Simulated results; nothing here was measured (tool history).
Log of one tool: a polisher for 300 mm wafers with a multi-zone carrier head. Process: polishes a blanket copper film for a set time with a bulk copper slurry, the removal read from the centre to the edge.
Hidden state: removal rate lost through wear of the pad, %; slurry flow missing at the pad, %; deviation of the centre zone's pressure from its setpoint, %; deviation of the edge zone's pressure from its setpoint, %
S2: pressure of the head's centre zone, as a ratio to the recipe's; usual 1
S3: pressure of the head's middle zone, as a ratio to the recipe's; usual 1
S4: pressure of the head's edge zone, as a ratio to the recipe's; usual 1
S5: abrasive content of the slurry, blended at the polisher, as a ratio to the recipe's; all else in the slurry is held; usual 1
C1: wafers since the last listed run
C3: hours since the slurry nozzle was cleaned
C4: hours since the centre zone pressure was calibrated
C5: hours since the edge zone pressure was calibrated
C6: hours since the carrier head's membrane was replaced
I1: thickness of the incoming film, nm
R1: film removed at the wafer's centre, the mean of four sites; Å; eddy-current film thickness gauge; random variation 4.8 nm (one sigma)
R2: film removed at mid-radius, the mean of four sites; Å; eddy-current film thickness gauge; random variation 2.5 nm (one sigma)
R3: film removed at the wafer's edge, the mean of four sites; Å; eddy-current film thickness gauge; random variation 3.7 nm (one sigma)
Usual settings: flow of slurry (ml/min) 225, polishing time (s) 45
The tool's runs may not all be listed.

Run 1, hour 0: usual settings but S3 0.94, polishing time (s) 31; C1 0; wafers polished on this pad 828; C3 318.2; C4 950.8; C5 96.3; C6 1397.4; I1 4772.7. Result: R1 2190 Å, R2 2032 Å, R3 2201 Å.
Run 2, hour 12.2: usual settings but S3 1.08; C1 117; wafers polished on this pad 946; C3 330.4; C4 963; C5 108.5; C6 1409.6; I1 4770. Result: R1 3070 Å, R2 3303 Å, R3 3160 Å.
Run 3, hour 27.2: usual settings but S2 0.91; C1 144; wafers polished on this pad 1090; C3 345.4; C4 978; C5 123.5; C6 1424.6; I1 4626.5. Result: R1 2761 Å, R2 3014 Å, R3 3037 Å.
At hour 37.6: worn pad replaced by a new one.
Run 4, hour 38.6: usual settings but S2 0.89; C1 71; wafers polished on this pad 9; C3 356.8; C4 989.4; C5 134.9; C6 1436; I1 4648.1. Result: R1 2929 Å, R2 3252 Å, R3 3285 Å.
Run 5, hour 58.3: usual settings but S2 1.08; C1 189; wafers polished on this pad 198; C3 376.5; C4 1009.1; C5 154.6; C6 1455.7; I1 4750.6. Result: R1 3490 Å, R2 3216 Å, R3 3336 Å.
Run 6, hour 75.2: usual settings but flow of slurry (ml/min) 255, S2 1.09, S5 0.8; C1 162; wafers polished on this pad 360; C3 393.4; C4 1026; C5 171.5; C6 1472.6; I1 4657.1. Result: R1 3322 Å, R2 3030 Å, R3 3075 Å.
At hour 103.5: carrier head's membrane replaced by a new one.
Run 7, hour 127.7: usual settings but polishing time (s) 58; C1 456; wafers polished on this pad 817; C3 445.9; C4 1078.5; C5 224; C6 24.2; I1 4655.8. Result: R1 4110 Å, R2 4036 Å, R3 4146 Å.
Run 8, hour 140.1: usual settings; C1 119; wafers polished on this pad 936; C3 458.3; C4 1090.9; C5 236.4; C6 36.6; I1 4633.8. Result: R1 3077 Å, R2 3053 Å, R3 3132 Å.
Run 9, hour 154.8: usual settings; C1 141; wafers polished on this pad 1077; C3 473; C4 1105.6; C5 251.1; C6 51.3; I1 4763.1. Result: R1 3088 Å, R2 3033 Å, R3 3052 Å.
At hour 159.2: centre zone pressure recalibrated.
At hour 159.6: slurry nozzle cleaned.
At hour 161.9: worn pad replaced by a new one.
Run 10, hour 172.6: usual settings but polishing time (s) 60; C1 125; wafers polished on this pad 102; C3 13; C4 13.4; C5 268.9; C6 69.1; I1 4715.7. Result: R1 4336 Å, R2 4292 Å, R3 4415 Å.
Run 11, hour 185: usual settings but S3 1.1; C1 119; wafers polished on this pad 221; C3 25.4; C4 25.8; C5 281.3; C6 81.5; I1 4710.1. Result: R1 3197 Å, R2 3438 Å, R3 3303 Å.
Run 12, hour 198.6: usual settings but S2 1.04, S5 0.85; C1 130; wafers polished on this pad 352; C3 39; C4 39.4; C5 294.9; C6 95.1; I1 4793.1. Result: R1 3204 Å, R2 2999 Å, R3 3062 Å.
Run 13, hour 213.6: usual settings but flow of slurry (ml/min) 265, S5 0.8, polishing time (s) 56; C1 144; wafers polished on this pad 496; C3 54; C4 54.4; C5 309.9; C6 110.1; I1 4730.4. Result: R1 3745 Å, R2 3683 Å, R3 3685 Å.
Run 14, hour 230.8: usual settings but S3 0.91, S5 0.9; C1 165; wafers polished on this pad 661; C3 71.2; C4 71.6; C5 327.1; C6 127.3; I1 4731.8. Result: R1 3147 Å, R2 2816 Å, R3 3082 Å.
Run 15, hour 247.8: usual settings but S2 1.11; C1 163; wafers polished on this pad 825; C3 88.2; C4 88.6; C5 344.1; C6 144.3; I1 4752. Result: R1 3449 Å, R2 3103 Å, R3 3174 Å.
Run 16, hour 265.7: usual settings but flow of slurry (ml/min) 275, S3 1.08, S5 1.15, polishing time (s) 54; C1 171; wafers polished on this pad 997; C3 106.1; C4 106.5; C5 362; C6 162.2; I1 4775.5. Result: R1 3998 Å, R2 4226 Å, R3 3983 Å.
At hour 278.4: worn pad replaced by a new one.
Run 17, hour 279.3: usual settings but S2 0.9, S3 0.96, S4 1.1, S5 1.1; C1 92; wafers polished on this pad 8; C3 119.7; C4 120.1; C5 375.6; C6 175.8; I1 4640.3. Result: R1 3067 Å, R2 3247 Å, R3 3573 Å.
Run 18, hour 297.1: usual settings but S3 0.89, S5 0.8, polishing time (s) 38; C1 170; wafers polished on this pad 179; C3 137.5; C4 137.9; C5 393.4; C6 193.6; I1 4761.2. Result: R1 2576 Å, R2 2341 Å, R3 2570 Å.
Run 19, hour 305.8: usual settings but flow of slurry (ml/min) 160, S2 0.9, S4 0.92; C1 83; wafers polished on this pad 263; C3 146.2; C4 146.6; C5 402.1; C6 202.3; I1 4750.8. Result: R1 2724 Å, R2 3068 Å, R3 3097 Å.
Run 20, hour 311.8: usual settings but S2 0.89, S4 1.09, polishing time (s) 61; C1 57; wafers polished on this pad 320; C3 152.2; C4 152.6; C5 408.1; C6 208.3; I1 4704.3. Result: R1 4008 Å, R2 4357 Å, R3 4790 Å.
Run 21, hour 329.5: usual settings; C1 170; wafers polished on this pad 490; C3 169.9; C4 170.3; C5 425.8; C6 226; I1 4743.6. Result: R1 3339 Å, R2 3224 Å, R3 3289 Å.

The tool's hidden state at each run:
slurry flow missing at the pad, %: 0 in every run
deviation of the centre zone's pressure from its setpoint, %: 0 in every run
deviation of the edge zone's pressure from its setpoint, %: 0 in every run
H1: removal rate lost through wear of the pad, %
run      H1
  1    4.88
  2    6.14
  3    7.91
  4   0.431
  5   0.668
  6    1.22
  7    4.95
  8    6.28
  9    8.08
 10    1.53
 11    1.77
 12    2.22
 13    2.96
 14    4.11
 15    5.58
 16    7.47
 17  0.0873
 18   0.282
 19   0.505
 20   0.709
 21    1.54

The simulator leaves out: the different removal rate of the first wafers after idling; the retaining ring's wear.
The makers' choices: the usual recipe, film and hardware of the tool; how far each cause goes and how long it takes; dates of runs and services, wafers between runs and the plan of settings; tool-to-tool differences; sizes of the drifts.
